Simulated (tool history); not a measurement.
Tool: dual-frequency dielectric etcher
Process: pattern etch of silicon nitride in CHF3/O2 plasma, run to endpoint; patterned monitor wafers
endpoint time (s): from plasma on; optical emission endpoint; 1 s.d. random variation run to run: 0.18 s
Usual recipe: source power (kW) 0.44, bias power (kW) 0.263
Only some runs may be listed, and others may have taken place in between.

| run | hour | source power (kW) | bias power (kW) | incoming incoming film thickness, nm | endpoint time (s) |
|---|---|---|---|---|---|
| 1 | 0 | 0.44 | 0.263 | 75 | 54.3 |
| 2 | 32.8 | 0.44 | 0.263 | 75.2 | 54.9 |
| 3 | 46.7 | 0.44 | 0.263 | 74.9 | 54.9 |
|  | 77.6 | wet clean of the chamber |
| 4 | 135.3 | 0.44 | 0.263 | 74.9 | 53.5 |
| 5 | 156.7 | 0.41 | 0.314 | 75.1 | 50.3 |
| 6 | 184.6 | 0.41 | 0.314 | 75.1 | 50.5 |
| 7 | 213.3 | 0.41 | 0.314 | 74.8 | 50.2 |
| 8 | 241.7 | 0.44 | 0.211 | 74.8 | 59.2 |
| 9 | 270.5 | 0.44 | 0.211 | 74.2 | 59.4 |
| 10 | 300.5 | 0.44 | 0.212 | 75.3 | 59.7 |
| 11 | 332.3 | 0.44 | 0.212 | 74.6 | 59.4 |
| 12 | 349.1 | 0.44 | 0.263 | 75 | 53.8 |
|  | 371.4 | bias power generator calibrated |
| 13 | 377.2 | 0.44 | 0.263 | 74.8 | 53.9 |
|  | 421.9 | upper electrode replaced, of another model than before |
| 14 | 422.4 | 0.44 | 0.312 | 74.5 | 51 |
| 15 | 439.6 | 0.44 | 0.312 | 74.3 | 50.7 |
| 16 | 472 | 0.44 | 0.312 | 75.1 | 51.3 |
| 17 | 496 | 0.44 | 0.263 | 74 | 53.8 |
| 18 | 521.2 | 0.44 | 0.263 | 75.2 | 54.7 |
| 19 | 534.9 | 0.44 | 0.211 | 75.1 | 58.6 |
|  | 559.8 | source power generator calibrated |
|  | 583.7 | wet clean of the chamber |
| 20 | 584.2 | 0.44 | 0.263 | 73.4 | 52 |
| 21 | 584.5 | 0.37 | 0.32 | 74.8 | 53 |
| 22 | 611.9 | 0.44 | 0.263 | 74.5 | 52.9 |
| 23 | 635.9 | 0.53 | 0.263 | 74.7 | 49.5 |
| 24 | 659.1 | 0.44 | 0.263 | 75 | 53.5 |
| 25 | 688.4 | 0.44 | 0.263 | 74.9 | 53.7 |
| 26 | 716.5 | 0.37 | 0.263 | 75.2 | 57.1 |
| 27 | 728.7 | 0.36 | 0.205 | 74.7 | 62.4 |
| 28 | 753.8 | 0.54 | 0.236 | 74.9 | 51.3 |
| 29 | 774.1 | 0.4 | 0.283 | 75.1 | 54.3 |
| 30 | 787.2 | 0.52 | 0.282 | 74.3 | 49.2 |
| 31 | 819 | 0.5 | 0.293 | 75.8 | 50 |
| 32 | 854.3 | 0.34 | 0.263 | 74.8 | 59 |
| 33 | 880.8 | 0.48 | 0.209 | 75.1 | 56.3 |

Below are 4 alternative next runs, each starting from the tool's condition after run 33. Predict each:
| A | 881.2 | 0.44 | 0.263 | 74.3 | ? |
| B | 881.2 | 0.49 | 0.228 | 74.3 | ? |
| C | 881.2 | 0.35 | 0.22 | 74.3 | ? |
| D | 881.2 | 0.48 | 0.326 | 74.3 | ? |

| run | endpoint time (s) |
|---|---|
| A | 53.6 |
| B | 53.9 |
| C | 61.8 |
| D | 48.3 |
Stripped of hidden state, with their random variation kept, the same runs would have yielded:
| run | endpoint time (s) |
|---|---|
| A | 52.7 |
| B | 53.1 |
| C | 60.9 |
| D | 47.5 |

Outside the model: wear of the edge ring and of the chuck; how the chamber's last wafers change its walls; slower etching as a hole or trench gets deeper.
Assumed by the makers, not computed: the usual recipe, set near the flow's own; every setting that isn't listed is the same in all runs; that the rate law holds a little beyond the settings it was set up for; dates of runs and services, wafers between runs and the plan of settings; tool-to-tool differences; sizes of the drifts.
